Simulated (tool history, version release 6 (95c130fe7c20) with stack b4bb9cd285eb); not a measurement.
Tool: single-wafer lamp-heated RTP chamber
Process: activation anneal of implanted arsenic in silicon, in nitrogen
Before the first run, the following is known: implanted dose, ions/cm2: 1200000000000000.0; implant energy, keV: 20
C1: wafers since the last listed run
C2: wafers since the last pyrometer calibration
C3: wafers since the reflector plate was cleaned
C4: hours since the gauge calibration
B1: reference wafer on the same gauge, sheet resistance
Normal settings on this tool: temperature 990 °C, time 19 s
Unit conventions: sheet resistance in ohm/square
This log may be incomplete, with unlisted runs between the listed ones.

{"run": 1, "day": 0.0, "temperature": 990, "time": 19, "C1": 0, "C2": 374, "C3": 406, "C4": 518.6, "B1": 133.23, "sheet resistance": 124.92}
{"run": 2, "day": 0.646, "temperature": 990, "time": 19, "C1": 201, "C2": 576, "C3": 608, "C4": 534.1, "B1": 132.89, "sheet resistance": 123.64}
{"run": 3, "day": 1.829, "temperature": 990, "time": 19, "C1": 369, "C2": 946, "C3": 977, "C4": 562.5, "B1": 132.96, "sheet resistance": 122.29}
{"run": 4, "day": 2.533, "temperature": 990, "time": 19, "C1": 220, "C2": 1166, "C3": 1197, "C4": 579.4, "B1": 132.96, "sheet resistance": 122.54}
{"run": 5, "day": 3.8, "temperature": 990, "time": 19, "C1": 395, "C2": 1562, "C3": 1593, "C4": 609.8, "B1": 132.95, "sheet resistance": 122.59}
{"run": 6, "day": 4.871, "temperature": 990, "time": 19, "C1": 334, "C2": 1896, "C3": 1928, "C4": 635.5, "B1": 133.03, "sheet resistance": 122.48}
{"run": 7, "day": 6.275, "temperature": 982, "time": 19, "C1": 438, "C2": 2335, "C3": 2367, "C4": 669.2, "B1": 133.2, "sheet resistance": 124.36}
{"day": 6.646, "done": "pyrometer window cleaned and pyrometer calibrated"}
{"run": 8, "day": 7.662, "temperature": 990, "time": 19, "C1": 329, "C2": 317, "C3": 2696, "C4": 702.5, "B1": 133.21, "sheet resistance": 122.67}
{"run": 9, "day": 8.262, "temperature": 990, "time": 19, "C1": 187, "C2": 504, "C3": 2883, "C4": 716.9, "B1": 132.94, "sheet resistance": 121.78}
{"run": 10, "day": 9.404, "temperature": 990, "time": 19, "C1": 356, "C2": 861, "C3": 3240, "C4": 744.3, "B1": 132.98, "sheet resistance": 121.24}
{"run": 11, "day": 10.142, "temperature": 990, "time": 19, "C1": 230, "C2": 1091, "C3": 3471, "C4": 762.0, "B1": 133.09, "sheet resistance": 120.78}
{"run": 12, "day": 10.8, "temperature": 990, "time": 19, "C1": 205, "C2": 1297, "C3": 3676, "C4": 777.8, "B1": 133.03, "sheet resistance": 120.33}
{"run": 13, "day": 11.888, "temperature": 990, "time": 19, "C1": 339, "C2": 1637, "C3": 4016, "C4": 803.9, "B1": 133.14, "sheet resistance": 119.78}
{"run": 14, "day": 13.042, "temperature": 990, "time": 19, "C1": 360, "C2": 1997, "C3": 4377, "C4": 831.6, "B1": 132.81, "sheet resistance": 119.77}
{"day": 13.888, "done": "gauge calibrated"}
{"day": 14.908, "done": "pyrometer window cleaned and pyrometer calibrated"}
{"day": 16.925, "done": "reflector plate cleaned"}
{"run": 15, "day": 16.946, "temperature": 1004, "time": 25, "C1": 1011, "C2": 531, "C3": 6, "C4": 73.4, "B1": 133.07, "sheet resistance": 115.64}
{"run": 16, "day": 17.612, "temperature": 990, "time": 13, "C1": 208, "C2": 740, "C3": 214, "C4": 89.4, "B1": 133.02, "sheet resistance": 127.7}
{"day": 22.167, "done": "pyrometer window cleaned and pyrometer calibrated"}
{"run": 17, "day": 22.188, "temperature": 1007, "time": 23, "C1": 1325, "C2": 6, "C3": 1539, "C4": 199.2, "B1": 133.1, "sheet resistance": 116.31}
{"run": 18, "day": 22.938, "temperature": 990, "time": 19, "C1": 234, "C2": 240, "C3": 1774, "C4": 217.2, "B1": 133.04, "sheet resistance": 124.21}
{"run": 19, "day": 24.088, "temperature": 971, "time": 9, "C1": 359, "C2": 599, "C3": 2133, "C4": 244.8, "B1": 132.99, "sheet resistance": 140.55}
{"run": 20, "day": 24.638, "temperature": 978, "time": 13, "C1": 171, "C2": 771, "C3": 2305, "C4": 258.0, "B1": 132.97, "sheet resistance": 131.86}
{"run": 21, "day": 25.862, "temperature": 970, "time": 28, "C1": 382, "C2": 1154, "C3": 2687, "C4": 287.4, "B1": 133.07, "sheet resistance": 125.43}
{"run": 22, "day": 26.8, "temperature": 977, "time": 29, "C1": 292, "C2": 1447, "C3": 2980, "C4": 309.9, "B1": 133.02, "sheet resistance": 120.52}
{"run": 23, "day": 28.083, "temperature": 990, "time": 19, "C1": 400, "C2": 1848, "C3": 3381, "C4": 340.7, "B1": 132.97, "sheet resistance": 120.84}
{"run": 24, "day": 29.754, "temperature": 1019, "time": 29, "C1": 522, "C2": 2370, "C3": 3903, "C4": 380.8, "B1": 132.98, "sheet resistance": 106.32}
{"day": 30.417, "done": "pyrometer window cleaned and pyrometer calibrated"}
{"run": 25, "day": 30.438, "temperature": 990, "time": 19, "C1": 109, "C2": 6, "C3": 4013, "C4": 397.2, "B1": 133.15, "sheet resistance": 123.83}
{"run": 26, "day": 30.929, "temperature": 961, "time": 12, "C1": 153, "C2": 160, "C3": 4166, "C4": 409.0, "B1": 133.09, "sheet resistance": 141.34}
{"run": 27, "day": 31.562, "temperature": 978, "time": 25, "C1": 197, "C2": 358, "C3": 4364, "C4": 424.2, "B1": 132.96, "sheet resistance": 123.82}
{"run": 28, "day": 32.467, "temperature": 978, "time": 26, "C1": 282, "C2": 640, "C3": 4647, "C4": 445.9, "B1": 133.13, "sheet resistance": 121.42}
{"run": 29, "day": 33.825, "temperature": 981, "time": 14, "C1": 424, "C2": 1065, "C3": 5071, "C4": 478.5, "B1": 132.85, "sheet resistance": 128.24}
{"run": 30, "day": 34.438, "temperature": 974, "time": 11, "C1": 191, "C2": 1256, "C3": 5263, "C4": 493.2, "B1": 133.07, "sheet resistance": 132.69}
{"run": 31, "day": 35.467, "temperature": 1003, "time": 26, "C1": 321, "C2": 1578, "C3": 5584, "C4": 517.9, "B1": 132.96, "sheet resistance": 111.28}

What will run 32 give?
{"run": 32, "day": 36.133, "temperature": 972, "time": 27, "C1": 208, "C2": 1786, "C3": 5793, "C4": 533.9, "B1": "?", "sheet resistance": "?"}

Logged for run 32: B1 132.95, sheet resistance 121.35 ohm/square.
Without the tool's hidden state the same run would have given sheet resistance 129.76 ohm/square.
